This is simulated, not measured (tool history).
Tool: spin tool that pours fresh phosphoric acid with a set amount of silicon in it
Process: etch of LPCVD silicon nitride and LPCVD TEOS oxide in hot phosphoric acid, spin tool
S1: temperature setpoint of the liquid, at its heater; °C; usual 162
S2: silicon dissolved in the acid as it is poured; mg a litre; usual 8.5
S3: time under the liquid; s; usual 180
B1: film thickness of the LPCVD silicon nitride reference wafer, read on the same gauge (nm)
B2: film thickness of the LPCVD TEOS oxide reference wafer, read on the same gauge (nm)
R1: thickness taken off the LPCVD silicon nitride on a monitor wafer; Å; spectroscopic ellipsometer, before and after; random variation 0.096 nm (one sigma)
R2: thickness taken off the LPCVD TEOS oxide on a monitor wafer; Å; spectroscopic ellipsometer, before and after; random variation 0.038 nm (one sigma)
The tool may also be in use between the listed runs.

run,hour,S1,S2,S3,B1,B2,R1,R2
1,0,162,8.5,180,40,80.001,157.9,9.55
2,35.3,162,8.5,180,40,79.991,158,8.85
3,47.8,159.5,3,250,40.01,80.004,201.5,11.84
4,83.1,164,3,180,39.99,80.002,167.3,11.17
5,112.2,163.5,11,80,39.99,80.005,73.1,4.28
6,129.3,162,1.5,70,40,80,60.8,4.11
7,155.3,161,6.5,75,40.01,80.021,63.2,3.48
8,184.3,160,3.5,215,40,79.979,175.5,9.79
9,211.6,162,13,245,40,80.004,213.2,10.56
10,233.7,162,8.5,180,40.01,80,156.7,8.72
11,257.1,164.5,13.5,110,40.01,80.012,104.5,5.68
# hour 261.2: dissolved silicon flow meter replaced
12,283.7,162,8.5,180,40,80.002,156.4,9.2
13,316.7,162,8.5,180,40.02,79.997,156.4,8.74
14,352.6,162,8.5,180,40.03,80.004,155.5,8.84
15,377.8,163.5,15,85,40.02,79.998,77.4,3.68
16,457.3,162,6,125,40,80.006,108.8,6.89
17,492.3,163,12.5,230,40,80.009,206.7,10.79
18,525.4,160,8.5,180,40,79.995,148.2,7.83
19,555.5,164.5,8.5,235,40,80.001,221.6,13.82
20,580.9,162,14,240,40.02,79.997,209.1,10.28
21,601.3,162,8.5,180,40.01,79.983,155.4,9.37
22,625.4,162,8.5,180,40.02,79.974,156.5,8.59

4 ways to go on from here, each from the tool as it stands after run 22. What would each give?
A,625.9,162,8.5,75,?,?,?,?
B,625.9,163.5,12,180,?,?,?,?
C,625.9,162,8.5,140,?,?,?,?
D,625.9,162,15,135,?,?,?,?

run,B1,B2,R1,R2
A,40,79.995,65.2,3.84
B,40,79.995,164.5,9.52
C,40,79.995,121.7,7.17
D,40,79.995,117.4,5.95
Without the tool's hidden state the same runs would have given:
run,R1,R2
A,65.2,3.84
B,164.5,9.52
C,121.7,7.17
D,117.4,5.95

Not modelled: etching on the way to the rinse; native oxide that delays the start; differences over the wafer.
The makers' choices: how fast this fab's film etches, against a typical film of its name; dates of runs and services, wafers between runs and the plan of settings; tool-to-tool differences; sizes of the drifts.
